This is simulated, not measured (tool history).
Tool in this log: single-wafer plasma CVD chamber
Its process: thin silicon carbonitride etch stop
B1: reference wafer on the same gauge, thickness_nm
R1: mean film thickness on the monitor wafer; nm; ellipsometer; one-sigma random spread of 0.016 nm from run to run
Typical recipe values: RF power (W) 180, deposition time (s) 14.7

run 1 hour=0 | RF_power_(W)=180 deposition_time_(s)=14.7 | B1=8.02 | R1=8.003
run 2 hour=21.5 | RF_power_(W)=180 deposition_time_(s)=14.7 | B1=8.019 | R1=7.951
run 3 hour=40.3 | RF_power_(W)=180 deposition_time_(s)=16 | B1=8.019 | R1=8.677
run 4 hour=60.4 | RF_power_(W)=180 deposition_time_(s)=16 | B1=8.018 | R1=8.664
run 5 hour=85.8 | RF_power_(W)=180 deposition_time_(s)=16 | B1=8.03 | R1=8.701
run 6 hour=111.6 | RF_power_(W)=180 deposition_time_(s)=14.7 | B1=8.022 | R1=7.967
run 7 hour=127.5 | RF_power_(W)=180 deposition_time_(s)=14.7 | B1=8.023 | R1=7.972
-- hour=150.3 thermocouple changed; heater temperature recalibrated
run 8 hour=161.6 | RF_power_(W)=180 deposition_time_(s)=14.7 | B1=8.021 | R1=7.978
run 9 hour=183.8 | RF_power_(W)=180 deposition_time_(s)=14.7 | B1=8.022 | R1=7.973
run 10 hour=215.8 | RF_power_(W)=160 deposition_time_(s)=15.6 | B1=8.02 | R1=8.08
-- hour=234.4 RF generator calibrated
-- hour=237 gauge calibrated
run 11 hour=243.8 | RF_power_(W)=195 deposition_time_(s)=15.8 | B1=8.021 | R1=8.672
-- hour=282.5 showerhead replaced
run 12 hour=283 | RF_power_(W)=205 deposition_time_(s)=12.9 | B1=8.02 | R1=7.208
run 13 hour=294.8 | RF_power_(W)=180 deposition_time_(s)=14.7 | B1=8.024 | R1=7.808
-- hour=303.2 RF generator calibrated, repeated, since the last time left the tool worse
run 14 hour=328.6 | RF_power_(W)=150 deposition_time_(s)=12 | B1=8.026 | R1=6.15
run 15 hour=343.2 | RF_power_(W)=165 deposition_time_(s)=14.7 | B1=8.014 | R1=7.829
run 16 hour=373.1 | RF_power_(W)=180 deposition_time_(s)=14.7 | B1=8.017 | R1=8.127
run 17 hour=408.7 | RF_power_(W)=155 deposition_time_(s)=15.7 | B1=8.018 | R1=8.142

Alternative continuations, all from the tool just after run 17; predict every row:
run A hour=409.1 | RF_power_(W)=180 deposition_time_(s)=14.7 | B1=? | R1=?
run B hour=409.1 | RF_power_(W)=180 deposition_time_(s)=16.6 | B1=? | R1=?
run C hour=409.1 | RF_power_(W)=180 deposition_time_(s)=15.9 | B1=? | R1=?

run=A B1=8.02 R1=8.114
run=B B1=8.02 R1=9.163
run=C B1=8.02 R1=8.777
With the hidden condition removed and each run's random variation left untouched, the same runs would have given:
run=A R1=8.175
run=B R1=9.232
run=C R1=8.842
